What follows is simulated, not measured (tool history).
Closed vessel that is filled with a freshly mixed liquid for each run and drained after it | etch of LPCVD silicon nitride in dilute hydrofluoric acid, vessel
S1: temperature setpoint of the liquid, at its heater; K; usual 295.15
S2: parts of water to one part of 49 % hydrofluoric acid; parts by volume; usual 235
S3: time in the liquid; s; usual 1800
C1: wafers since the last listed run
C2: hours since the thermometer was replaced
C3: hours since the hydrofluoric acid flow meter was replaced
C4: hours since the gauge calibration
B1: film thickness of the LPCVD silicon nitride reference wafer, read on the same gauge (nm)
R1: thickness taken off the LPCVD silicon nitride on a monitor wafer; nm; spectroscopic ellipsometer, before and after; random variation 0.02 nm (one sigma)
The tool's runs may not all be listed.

run,hour,S1,S2,S3,C1,C2,C3,C4,B1,R1
1,0.0,295.15,235,1800,0,805.8,563.2,3444.9,139.994,3.616
2,60.1,295.15,235,1800,2396,865.9,623.3,3505.0,140.024,3.615
3,216.1,295.15,235,1800,6221,1021.9,779.3,3661.0,139.974,3.658
4,260.2,295.15,235,1800,1758,1066.0,823.4,3705.1,140.016,3.654
5,322.2,295.15,235,1800,2472,1128.0,885.4,3767.1,139.994,3.681
6,420.9,295.15,235,1800,3936,1226.7,984.1,3865.8,139.980,3.729
7,503.2,295.15,235,1800,3282,1309.0,1066.4,3948.1,140.013,3.744
# hour 523.4: hydrofluoric acid flow meter replaced
8,547.0,295.15,235,1800,1706,1352.8,23.6,3991.9,140.023,3.532
9,644.5,295.15,235,1800,3888,1450.3,121.1,4089.4,139.998,3.478
10,703.8,295.15,235,1800,2364,1509.6,180.4,4148.7,139.971,3.562
11,784.6,295.15,235,1800,3222,1590.4,261.2,4229.5,139.986,3.556
# hour 811.1: gauge calibrated
12,829.5,298.65,180,2110,1790,1635.3,306.1,18.4,140.005,6.802
13,894.1,298.15,340,2325,2576,1699.9,370.7,83.0,139.981,3.897
14,936.4,299.15,235,1800,1686,1742.2,413.0,125.3,140.013,4.636
15,1000.0,295.15,235,995,2536,1805.8,476.6,188.9,139.985,1.991
16,1101.8,293.15,350,2270,4059,1907.6,578.4,290.7,140.026,2.750
17,1157.5,295.15,235,1800,2221,1963.3,634.1,346.4,139.973,3.649
18,1226.5,295.15,235,1800,2751,2032.3,703.1,415.4,140.002,3.714
19,1530.3,295.15,235,1045,12115,2336.1,1006.9,719.2,139.990,2.200
20,1577.3,297.65,235,1800,1874,2383.1,1053.9,766.2,140.013,4.400
# hour 1606.5: hydrofluoric acid flow meter replaced
# hour 1639.5: thermometer replaced
21,1648.2,295.15,325,1800,2747,8.7,41.7,837.1,140.009,2.554
22,1713.0,295.15,235,1800,2584,73.5,106.5,901.9,139.993,3.460
23,1817.4,298.65,235,1135,4163,177.9,210.9,1006.3,140.026,2.762
24,1882.5,295.15,235,1800,2596,243.0,276.0,1071.4,140.024,3.548
25,1952.4,293.65,125,2675,2787,312.9,345.9,1141.3,140.006,8.837
26,2034.3,292.15,145,1800,3266,394.8,427.8,1223.2,139.997,4.680
27,2104.6,295.15,235,1800,2803,465.1,498.1,1293.5,140.012,3.581
28,2168.1,295.15,140,1120,2532,528.6,561.6,1357.0,139.999,3.690
29,2385.1,295.15,235,1025,8653,745.6,778.6,1574.0,139.996,2.090
30,2473.6,290.65,180,2835,3529,834.1,867.1,1662.5,139.942,5.523
# hour 2523.6: hydrofluoric acid flow meter replaced
31,2551.2,297.65,140,1260,3054,911.7,27.6,1740.1,140.030,4.833
32,2683.4,295.15,235,1800,5272,1043.9,159.8,1872.3,139.987,3.519
33,2743.7,292.65,120,850,2404,1104.2,220.1,1932.6,140.022,2.757

Forecast each of these 3 alternatives for the next run:
A,2744.8,295.15,235,1800,43,1105.3,221.2,1933.7,?,?
B,2744.8,293.65,190,830,43,1105.3,221.2,1933.7,?,?
C,2744.8,295.15,235,2180,43,1105.3,221.2,1933.7,?,?

run,B1,R1
A,140.000,3.573
B,140.000,1.840
C,140.000,4.328
Without the tool's hidden state the same runs would have given:
run,R1
A,3.485
B,1.795
C,4.221
